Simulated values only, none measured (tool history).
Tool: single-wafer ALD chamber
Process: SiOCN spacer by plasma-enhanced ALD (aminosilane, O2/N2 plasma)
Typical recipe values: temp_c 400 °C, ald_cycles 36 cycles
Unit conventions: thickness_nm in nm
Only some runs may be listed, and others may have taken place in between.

run   hour  temp_c  ald_cycles  wafers since the last listed run  hours since the last thermocouple change  hours since the gauge calibration  read-back reference wafer on the same gauge, thickness_nm  thickness_nm
  1      0     400          36                                 0                                    1700.8                               69.4                                                      2.028         1.953
  2     13     400          36                                91                                    1713.8                               82.4                                                      2.029         1.961
  3   22.3     400          36                                65                                    1723.1                               91.7                                                      2.031         1.955
  4   31.9     389          36                                67                                    1732.7                              101.3                                                       2.03         1.944
  5     44     400          36                                85                                    1744.8                              113.4                                                       2.03         1.955
      47.6  -- gauge calibrated
  6   50.2     400          36                                43                                      1751                                2.6                                                      2.029         1.949
  7   56.5     400          36                                44                                    1757.3                                8.9                                                      2.031         1.962
  8   73.9     400          33                               123                                    1774.7                               26.3                                                       2.03         1.783
  9     81     400          33                                50                                    1781.8                               33.4                                                       2.03         1.788
 10   90.8     400          36                                69                                    1791.6                               43.2                                                      2.031         1.947
 11   97.9     415          29                                50                                    1798.7                               50.3                                                      2.029         1.508
 12  108.1     400          36                                72                                    1808.9                               60.5                                                       2.03          1.95
     121.5  -- thermocouple changed; heater temperature recalibrated
 13    160     415          43                               310                                      38.5                              112.4                                                      2.031         2.238
     162.8  -- gauge calibrated
 14  173.9     400          36                                98                                      52.4                               11.1                                                      2.031         1.961
 15  184.3     400          36                                73                                      62.8                               21.5                                                       2.03          1.95
 16    200     404          30                               111                                      78.5                               37.2                                                      2.029         1.609
 17  207.5     395          32                                53                                        86                               44.7                                                       2.03         1.734
 18  221.5     390          32                                99                                       100                               58.7                                                       2.03         1.733

What does the tool deliver on the next run?
 19  231.9     393          41                                73                                     110.4                               69.1                                                          ?             ?

read-back reference wafer on the same gauge, thickness_nm: 2.033
thickness_nm: 2.219 nm
The same run, on a tool lacking any hidden state, would have yielded thickness_nm 2.219 nm.
